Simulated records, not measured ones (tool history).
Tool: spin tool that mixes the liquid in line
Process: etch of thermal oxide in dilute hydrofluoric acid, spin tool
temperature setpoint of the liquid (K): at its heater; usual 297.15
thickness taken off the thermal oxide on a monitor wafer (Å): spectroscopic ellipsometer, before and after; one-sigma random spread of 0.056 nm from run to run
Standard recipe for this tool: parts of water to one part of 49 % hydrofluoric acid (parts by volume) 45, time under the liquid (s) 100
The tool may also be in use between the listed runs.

run	hour	temperature setpoint of the liquid (K)	parts of water to one part of 49 % hydrofluoric acid (parts by volume)	time under the liquid (s)	wafers since the last listed run	hours since the thermometer was replaced	hours since the hydrofluoric acid flow meter was replaced	hours since the gauge calibration	read-back film thickness of the thermal oxide reference wafer, read on the same gauge (nm)	thickness taken off the thermal oxide on a monitor wafer (Å)
1	0	297.15	45	60	0	295	1255.7	599.7	100	71.1
2	66.3	297.15	45	60	832	361.3	1322	666	100	71.2
3	102.1	298.15	45	100	449	397.1	1357.8	701.8	100.01	124.8
4	172.4	298.15	45	100	883	467.4	1428.1	772.1	100.02	124.1
5	233.8	298.15	45	100	771	528.8	1489.5	833.5	100.02	125.7
6	261.2	294.65	45	100	344	556.2	1516.9	860.9	100	108.3
7	302.2	294.65	45	100	515	597.2	1557.9	901.9	100	109
8	338.2	294.65	45	100	452	633.2	1593.9	937.9	100.02	107.6
9	391.4	297.15	45	100	668	686.4	1647.1	991.1	100	119.6
10	430.5	297.15	45	100	491	725.5	1686.2	1030.2	100	118.7
11	458.9	297.15	45	100	356	753.9	1714.6	1058.6	100	120.5
12	528.1	297.15	45	100	869	823.1	1783.8	1127.8	100	120.5
# hour 541.8: gauge calibrated
13	591.2	297.15	45	100	792	886.2	1846.9	49.4	99.99	119.9
14	627.2	299.65	40	100	452	922.2	1882.9	85.4	100	150.6
15	660.3	297.15	45	100	415	955.3	1916	118.5	100	122.1
16	696.2	297.15	45	100	451	991.2	1951.9	154.4	100	120.4
17	767.5	292.65	40	160	895	1062.5	2023.2	225.7	99.99	180.2
# hour 804.6: hydrofluoric acid flow meter replaced
18	823.6	292.65	45	120	692	1118.6	19	281.8	100	116.1
19	858.5	297.15	45	100	438	1153.5	53.9	316.7	99.99	117.5
20	925.6	294.15	45	45	843	1220.6	121	383.8	99.98	46.4
21	958.2	293.65	55	140	409	1253.2	153.6	416.4	100	115.8
# hour 994.6: thermometer replaced
22	1029.2	292.15	30	120	879	34.6	224.6	487.4	100.01	172.6
23	1100.7	293.65	65	100	898	106.1	296.1	558.9	100.01	68.4
24	1141.9	297.15	45	65	517	147.3	337.3	600.1	99.99	76.4
25	1195.1	293.65	55	65	668	200.5	390.5	653.3	100.02	53.7
26	1223.9	297.15	45	100	361	229.3	419.3	682.1	100.03	117.9
27	1260.6	297.15	45	100	461	266	456	718.8	100.01	116.6
28	1327	295.15	55	70	834	332.4	522.4	785.2	100.01	61.3

Alternative continuations, all from the tool just after run 28; predict every row:
A	1327.4	297.15	45	100	5	332.8	522.8	785.6	?	?
B	1327.4	294.65	40	70	5	332.8	522.8	785.6	?	?
C	1327.4	299.15	45	100	5	332.8	522.8	785.6	?	?

run	read-back film thickness of the thermal oxide reference wafer, read on the same gauge (nm)	thickness taken off the thermal oxide on a monitor wafer (Å)
A	99.98	119.4
B	99.98	85.3
C	99.98	129.7
With the hidden condition removed and each run's random variation left untouched, the same runs would have given:
run	thickness taken off the thermal oxide on a monitor wafer (Å)
A	116.7
B	83.3
C	126.7

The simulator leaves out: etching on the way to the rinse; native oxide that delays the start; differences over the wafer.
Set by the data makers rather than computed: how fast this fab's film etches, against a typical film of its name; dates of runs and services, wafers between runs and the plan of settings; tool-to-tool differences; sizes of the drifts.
